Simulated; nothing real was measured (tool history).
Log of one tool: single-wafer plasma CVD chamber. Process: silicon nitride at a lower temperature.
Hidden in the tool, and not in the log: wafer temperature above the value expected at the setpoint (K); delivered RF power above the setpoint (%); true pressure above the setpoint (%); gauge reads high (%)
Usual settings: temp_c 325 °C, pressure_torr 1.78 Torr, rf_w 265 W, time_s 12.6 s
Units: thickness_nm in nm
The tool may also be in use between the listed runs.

| run | hour | temp_c | pressure_torr | rf_w | time_s | wafers since the last listed run | hours since the last thermocouple change | hours since the last RF generator calibration | hours since the last manometer calibration | hours since the showerhead was replaced | hours since the gauge calibration | read-back reference wafer on the same gauge, thickness_nm | thickness_nm |
|---|---|---|---|---|---|---|---|---|---|---|---|---|---|
| 1 | 0.0 | 325 | 1.78 | 265 | 12.6 | 0 | 1918.4 | 2464.6 | 2782.1 | 8398.9 | 87.8 | 13.173 | 13.709 |
| 2 | 16.8 | 325 | 1.78 | 265 | 12.6 | 414 | 1935.2 | 2481.4 | 2798.9 | 8415.7 | 104.6 | 13.159 | 13.758 |
| 3 | 29.1 | 325 | 2.11 | 265 | 13.2 | 303 | 1947.5 | 2493.7 | 2811.2 | 8428.0 | 116.9 | 13.151 | 15.346 |
| 4 | 46.4 | 325 | 2.11 | 265 | 13.2 | 427 | 1964.8 | 2511.0 | 2828.5 | 8445.3 | 134.2 | 13.140 | 15.368 |
|  | 68.2 | thermocouple changed; heater temperature recalibrated |
|  | 70.7 | capacitance manometer re-zeroed and calibrated |
| 5 | 71.2 | 325 | 2.11 | 265 | 13.2 | 354 | 3.0 | 2535.8 | 0.5 | 8470.1 | 159.0 | 13.121 | 15.291 |
| 6 | 75.5 | 325 | 1.78 | 265 | 14.4 | 106 | 7.3 | 2540.1 | 4.8 | 8474.4 | 163.3 | 13.124 | 15.647 |
| 7 | 93.3 | 325 | 1.78 | 245 | 13.5 | 439 | 25.1 | 2557.9 | 22.6 | 8492.2 | 181.1 | 13.096 | 14.176 |
| 8 | 110.2 | 335 | 1.41 | 265 | 12.6 | 417 | 42.0 | 2574.8 | 39.5 | 8509.1 | 198.0 | 13.081 | 12.257 |
|  | 112.3 | gauge calibrated |
| 9 | 117.5 | 336 | 1.78 | 230 | 12.6 | 180 | 49.3 | 2582.1 | 46.8 | 8516.4 | 5.2 | 13.212 | 12.927 |
|  | 137.8 | showerhead replaced |
|  | 144.8 | RF generator calibrated |
| 10 | 145.3 | 325 | 1.78 | 265 | 12.6 | 316 | 77.1 | 0.5 | 74.6 | 7.5 | 33.0 | 13.200 | 13.764 |
| 11 | 145.6 | 325 | 2.19 | 230 | 12.6 | 7 | 77.4 | 0.8 | 74.9 | 7.8 | 33.3 | 13.209 | 13.996 |
| 12 | 146.2 | 340 | 1.78 | 230 | 11.1 | 14 | 78.0 | 1.4 | 75.5 | 8.4 | 33.9 | 13.203 | 11.389 |
| 13 | 162.6 | 319 | 1.53 | 265 | 10.4 | 405 | 94.4 | 17.8 | 91.9 | 24.8 | 50.3 | 13.198 | 10.694 |
| 14 | 175.8 | 338 | 2.01 | 280 | 12.6 | 326 | 107.6 | 31.0 | 105.1 | 38.0 | 63.5 | 13.192 | 14.696 |
| 15 | 193.2 | 325 | 1.78 | 265 | 12.6 | 429 | 125.0 | 48.4 | 122.5 | 55.4 | 80.9 | 13.193 | 13.753 |

The tool's hidden state at each run:
wafer temperature above the value expected at the setpoint (K): 0 in every run
delivered RF power above the setpoint (%): 0 in every run
true pressure above the setpoint (%): 0 in every run
H1: gauge reads high (%)
| run | H1 |
|---|---|
| 1 | -0.226 |
| 2 | -0.298 |
| 3 | -0.359 |
| 4 | -0.456 |
| 5 | -0.619 |
| 6 | -0.65 |
| 7 | -0.787 |
| 8 | -0.93 |
| 9 | 0.0658 |
| 10 | 0.042 |
| 11 | 0.0415 |
| 12 | 0.0406 |
| 13 | 0.00972 |
| 14 | -0.0239 |
| 15 | -0.0801 |
